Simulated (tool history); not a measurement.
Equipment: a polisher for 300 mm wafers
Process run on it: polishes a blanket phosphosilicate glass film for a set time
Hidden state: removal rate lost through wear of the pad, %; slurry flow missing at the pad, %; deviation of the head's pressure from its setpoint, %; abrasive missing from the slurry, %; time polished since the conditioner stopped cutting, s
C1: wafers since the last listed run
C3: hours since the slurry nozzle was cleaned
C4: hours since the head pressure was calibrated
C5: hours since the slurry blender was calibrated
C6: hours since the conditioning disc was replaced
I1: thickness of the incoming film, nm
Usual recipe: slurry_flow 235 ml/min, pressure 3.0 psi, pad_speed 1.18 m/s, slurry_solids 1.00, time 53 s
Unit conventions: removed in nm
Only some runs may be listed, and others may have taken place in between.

run 1 hour=0.0 | slurry_flow=235 pressure=3.0 pad_speed=1.18 slurry_solids=1.00 time=53 | C1=0 wafers_polished_on_this_pad=1545 C3=506.5 C4=957.0 C5=220.2 C6=119.5 | I1=2667.6 | removed=389.3
-- hour=40.0 conditioning disc replaced and pad reconditioned
-- hour=42.6 worn pad replaced by a new one
run 2 hour=56.6 | slurry_flow=235 pressure=3.0 pad_speed=1.18 slurry_solids=1.00 time=53 | C1=551 wafers_polished_on_this_pad=148 C3=563.1 C4=1013.6 C5=276.8 C6=16.6 | I1=2701.2 | removed=409.9
-- hour=92.2 slurry nozzle cleaned
-- hour=112.8 slurry blender recalibrated
run 3 hour=113.3 | slurry_flow=280 pressure=3.0 pad_speed=1.30 slurry_solids=1.00 time=53 | C1=569 wafers_polished_on_this_pad=718 C3=21.1 C4=1070.3 C5=0.5 C6=73.3 | I1=2695.3 | removed=432.3
run 4 hour=140.4 | slurry_flow=235 pressure=3.0 pad_speed=1.18 slurry_solids=1.25 time=53 | C1=287 wafers_polished_on_this_pad=1006 C3=48.2 C4=1097.4 C5=27.6 C6=100.4 | I1=2687.5 | removed=439.4
run 5 hour=167.8 | slurry_flow=235 pressure=3.0 pad_speed=1.18 slurry_solids=0.80 time=39 | C1=290 wafers_polished_on_this_pad=1296 C3=75.6 C4=1124.8 C5=55.0 C6=127.8 | I1=2701.4 | removed=239.0
-- hour=210.6 conditioning disc replaced and pad reconditioned
-- hour=224.2 worn pad replaced by a new one
run 6 hour=233.5 | slurry_flow=235 pressure=3.0 pad_speed=1.18 slurry_solids=0.80 time=39 | C1=633 wafers_polished_on_this_pad=98 C3=141.3 C4=1190.5 C5=120.7 C6=22.9 | I1=2692.9 | removed=256.8
-- hour=260.2 head pressure recalibrated
run 7 hour=270.2 | slurry_flow=235 pressure=3.0 pad_speed=1.18 slurry_solids=1.00 time=39 | C1=368 wafers_polished_on_this_pad=466 C3=178.0 C4=10.0 C5=157.4 C6=59.6 | I1=2642.1 | removed=316.0
run 8 hour=337.6 | slurry_flow=235 pressure=3.0 pad_speed=1.18 slurry_solids=1.00 time=39 | C1=715 wafers_polished_on_this_pad=1181 C3=245.4 C4=77.4 C5=224.8 C6=127.0 | I1=2649.7 | removed=303.6
-- hour=390.0 worn pad replaced by a new one
-- hour=404.9 conditioning disc replaced and pad reconditioned
run 9 hour=407.3 | slurry_flow=235 pressure=3.0 pad_speed=1.18 slurry_solids=1.00 time=63 | C1=675 wafers_polished_on_this_pad=162 C3=315.1 C4=147.1 C5=294.5 C6=2.4 | I1=2719.8 | removed=528.6
run 10 hour=457.0 | slurry_flow=235 pressure=3.0 pad_speed=1.18 slurry_solids=1.00 time=53 | C1=527 wafers_polished_on_this_pad=690 C3=364.8 C4=196.8 C5=344.2 C6=52.1 | I1=2651.4 | removed=421.6
-- hour=462.9 slurry blender recalibrated
run 11 hour=523.5 | slurry_flow=285 pressure=3.0 pad_speed=1.52 slurry_solids=1.00 time=59 | C1=684 wafers_polished_on_this_pad=1374 C3=431.3 C4=263.3 C5=60.6 C6=118.6 | I1=2700.8 | removed=575.6
-- hour=560.6 worn pad replaced by a new one
run 12 hour=565.1 | slurry_flow=235 pressure=3.0 pad_speed=1.18 slurry_solids=1.00 time=67 | C1=398 wafers_polished_on_this_pad=48 C3=472.9 C4=304.9 C5=102.2 C6=160.2 | I1=2670.6 | removed=577.7
-- hour=577.3 conditioning disc replaced and pad reconditioned
-- hour=589.1 slurry nozzle cleaned
run 13 hour=619.2 | slurry_flow=235 pressure=3.0 pad_speed=1.18 slurry_solids=1.00 time=41 | C1=542 wafers_polished_on_this_pad=590 C3=30.1 C4=359.0 C5=156.3 C6=41.9 | I1=2691.2 | removed=326.8
run 14 hour=658.3 | slurry_flow=235 pressure=3.0 pad_speed=1.18 slurry_solids=1.00 time=53 | C1=414 wafers_polished_on_this_pad=1005 C3=69.2 C4=398.1 C5=195.4 C6=81.0 | I1=2709.5 | removed=418.2
run 15 hour=693.5 | slurry_flow=235 pressure=3.0 pad_speed=1.18 slurry_solids=1.15 time=53 | C1=373 wafers_polished_on_this_pad=1378 C3=104.4 C4=433.3 C5=230.6 C6=116.2 | I1=2671.7 | removed=446.4
-- hour=730.5 worn pad replaced by a new one
-- hour=755.5 conditioning disc replaced and pad reconditioned
run 16 hour=765.0 | slurry_flow=310 pressure=2.5 pad_speed=1.18 slurry_solids=1.00 time=40 | C1=694 wafers_polished_on_this_pad=344 C3=175.9 C4=504.8 C5=302.1 C6=9.5 | I1=2730.6 | removed=269.1
run 17 hour=807.6 | slurry_flow=235 pressure=3.8 pad_speed=1.18 slurry_solids=1.00 time=53 | C1=451 wafers_polished_on_this_pad=796 C3=218.5 C4=547.4 C5=344.7 C6=52.1 | I1=2656.4 | removed=516.5
-- hour=812.9 slurry blender recalibrated
run 18 hour=858.1 | slurry_flow=290 pressure=2.4 pad_speed=1.18 slurry_solids=1.00 time=38 | C1=514 wafers_polished_on_this_pad=1311 C3=269.0 C4=597.9 C5=45.2 C6=102.6 | I1=2666.7 | removed=227.2

What if the next run were any one of these 5? Each begins from the tool's condition after run 18:
run A hour=858.5 | slurry_flow=295 pressure=3.0 pad_speed=1.18 slurry_solids=1.00 time=53 | C1=4 wafers_polished_on_this_pad=1315 C3=269.4 C4=598.3 C5=45.6 C6=103.0 | I1=2714.1 | removed=?
run B hour=858.5 | slurry_flow=235 pressure=3.0 pad_speed=1.38 slurry_solids=1.00 time=53 | C1=4 wafers_polished_on_this_pad=1315 C3=269.4 C4=598.3 C5=45.6 C6=103.0 | I1=2714.1 | removed=?
run C hour=858.5 | slurry_flow=235 pressure=3.9 pad_speed=1.18 slurry_solids=1.00 time=42 | C1=4 wafers_polished_on_this_pad=1315 C3=269.4 C4=598.3 C5=45.6 C6=103.0 | I1=2714.1 | removed=?
run D hour=858.5 | slurry_flow=235 pressure=2.1 pad_speed=0.84 slurry_solids=1.00 time=53 | C1=4 wafers_polished_on_this_pad=1315 C3=269.4 C4=598.3 C5=45.6 C6=103.0 | I1=2714.1 | removed=?
run E hour=858.5 | slurry_flow=200 pressure=2.2 pad_speed=1.18 slurry_solids=1.15 time=53 | C1=4 wafers_polished_on_this_pad=1315 C3=269.4 C4=598.3 C5=45.6 C6=103.0 | I1=2714.1 | removed=?

run=A removed=394.2
run=B removed=437.5
run=C removed=397.7
run=D removed=205.9
run=E removed=303.4
Without the tool's unlogged condition, the same runs would have read:
run=A removed=464.8
run=B removed=515.9
run=C removed=468.9
run=D removed=242.8
run=E removed=357.8

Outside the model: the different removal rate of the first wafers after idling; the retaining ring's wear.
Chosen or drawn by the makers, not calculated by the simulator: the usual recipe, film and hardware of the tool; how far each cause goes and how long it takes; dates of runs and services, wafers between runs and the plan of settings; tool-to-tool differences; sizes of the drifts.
